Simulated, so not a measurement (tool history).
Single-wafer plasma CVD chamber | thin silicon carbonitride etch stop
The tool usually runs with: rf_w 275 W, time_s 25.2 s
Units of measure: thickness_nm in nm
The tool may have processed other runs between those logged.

run	day	rf_w	time_s	wafers since the last listed run	hours since the last thermocouple change	hours since the last RF generator calibration	hours since the showerhead was replaced	hours since the gauge calibration	read-back reference wafer on the same gauge, thickness_nm	thickness_nm
1	0.000	275	25.2	0	2161.0	1269.4	3914.6	39.2	16.702	14.618
2	0.550	275	21.2	359	2174.2	1282.6	3927.8	52.4	16.700	12.301
3	1.421	275	25.2	568	2195.1	1303.5	3948.7	73.3	16.700	14.599
4	2.875	275	25.2	949	2230.0	1338.4	3983.6	108.2	16.698	14.574
5	3.862	250	25.2	644	2253.7	1362.1	4007.3	131.9	16.695	14.072
6	4.712	275	25.2	555	2274.1	1382.5	4027.7	152.3	16.701	14.555
7	5.742	275	25.2	672	2298.8	1407.2	4052.4	177.0	16.698	14.531
8	6.383	275	25.2	419	2314.2	1422.6	4067.8	192.4	16.701	14.576
# day 8.138: RF generator calibrated
9	8.158	275	25.2	941	2356.8	0.5	4110.4	235.0	16.694	14.907
10	8.900	275	25.2	484	2374.6	18.3	4128.2	252.8	16.701	14.882
# day 10.412: showerhead replaced
11	10.433	235	23.2	783	2411.4	55.1	0.5	289.6	16.697	12.976
# day 11.446: thermocouple changed; heater temperature recalibrated
12	11.467	275	23.8	457	0.5	79.9	25.3	314.4	16.696	14.057
13	11.833	275	25.2	239	9.3	88.7	34.1	323.2	16.703	14.922
# day 11.896: gauge calibrated
14	13.004	275	28.6	764	37.4	116.8	62.2	26.6	16.695	16.861
15	13.775	325	21.0	503	55.9	135.3	80.7	45.1	16.700	13.152
16	14.321	275	28.1	356	69.0	148.4	93.8	58.2	16.697	16.572
17	14.967	250	21.6	421	84.5	163.9	109.3	73.7	16.702	12.296
18	16.342	300	22.4	898	117.5	196.9	142.3	106.7	16.702	13.686
19	17.679	260	26.9	873	149.6	229.0	174.4	138.8	16.701	15.575

Hidden condition of the tool, last listed run before each entry between runs versus first listed run after:
Runs 8 to 9: RF generator calibrated (day 8.138)
  delivered RF power above the setpoint (%): -6.03 -> -0.0171
  what was measured, less what the result would be without the hidden state, thickness_nm: -0.335 -> -0.001 nm
Runs 10 to 11: showerhead replaced (day 10.412)
  delivered RF power above the setpoint (%): -0.0181 -> -0.0256
  what was measured, less what the result would be without the hidden state, thickness_nm: -0.001 -> -0.002 nm
Runs 11 to 12: thermocouple changed; heater temperature recalibrated (day 11.446)
  delivered RF power above the setpoint (%): -0.0256 -> -0.0349
  what was measured, less what the result would be without the hidden state, thickness_nm: -0.002 -> -0.001 nm
Runs 13 to 14: gauge calibrated (day 11.896)
  delivered RF power above the setpoint (%): -0.0391 -> -0.0552
  what was measured, less what the result would be without the hidden state, thickness_nm: -0.002 -> -0.003 nm
